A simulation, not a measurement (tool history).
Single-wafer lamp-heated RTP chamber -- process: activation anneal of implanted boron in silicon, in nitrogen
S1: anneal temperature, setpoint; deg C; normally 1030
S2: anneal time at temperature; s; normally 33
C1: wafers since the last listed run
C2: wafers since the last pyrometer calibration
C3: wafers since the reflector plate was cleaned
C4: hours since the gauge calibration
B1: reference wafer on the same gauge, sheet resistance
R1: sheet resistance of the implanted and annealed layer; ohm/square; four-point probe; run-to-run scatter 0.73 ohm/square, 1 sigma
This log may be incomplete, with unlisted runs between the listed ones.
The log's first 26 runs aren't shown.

run     day    S1  S2   C1    C2    C3     C4      B1      R1
 27  14.438  1030  33  132   182   319   23.9  533.33  487.93
 28  14.883  1030  33  160   343   480   34.6  532.90  486.97
 29  15.608  1000  17  261   605   742   52.0  532.40  492.33
 30  16.054  1056  49  160   766   903   62.7  532.05  481.61
 31  16.512  1030  33  165   931  1068   73.7  531.42  486.99
 32  17.108  1030  33  215  1146  1283   88.0  531.34  485.56
 33  17.671  1018  39  203  1349  1486  101.5  531.04  484.56
 34  18.262  1030  33  213  1563  1700  115.7  530.70  484.73
 35  18.671  1004  33  147  1710  1847  125.5  530.28  487.58
 36  19.300  1030  42  227  1937  2074  140.6  529.90  484.10

Predict each of these 5 candidate next runs independently; none follows another, all start after run 36:
  A  19.317  1030  26   6  1943  2080  141.0   ?   ?
  B  19.317  1051  15   6  1943  2080  141.0   ?   ?
  C  19.317  1010  17   6  1943  2080  141.0   ?   ?
  D  19.317  1047  39   6  1943  2080  141.0   ?   ?
  E  19.317  1046  33   6  1943  2080  141.0   ?   ?

run      B1      R1
  A  530.15  485.30
  B  530.15  485.84
  C  530.15  488.77
  D  530.15  482.90
  E  530.15  483.62
Without the tool's unlogged condition, the same runs would have read:
run      R1
  A  489.77
  B  490.31
  C  493.28
  D  487.35
  E  488.07

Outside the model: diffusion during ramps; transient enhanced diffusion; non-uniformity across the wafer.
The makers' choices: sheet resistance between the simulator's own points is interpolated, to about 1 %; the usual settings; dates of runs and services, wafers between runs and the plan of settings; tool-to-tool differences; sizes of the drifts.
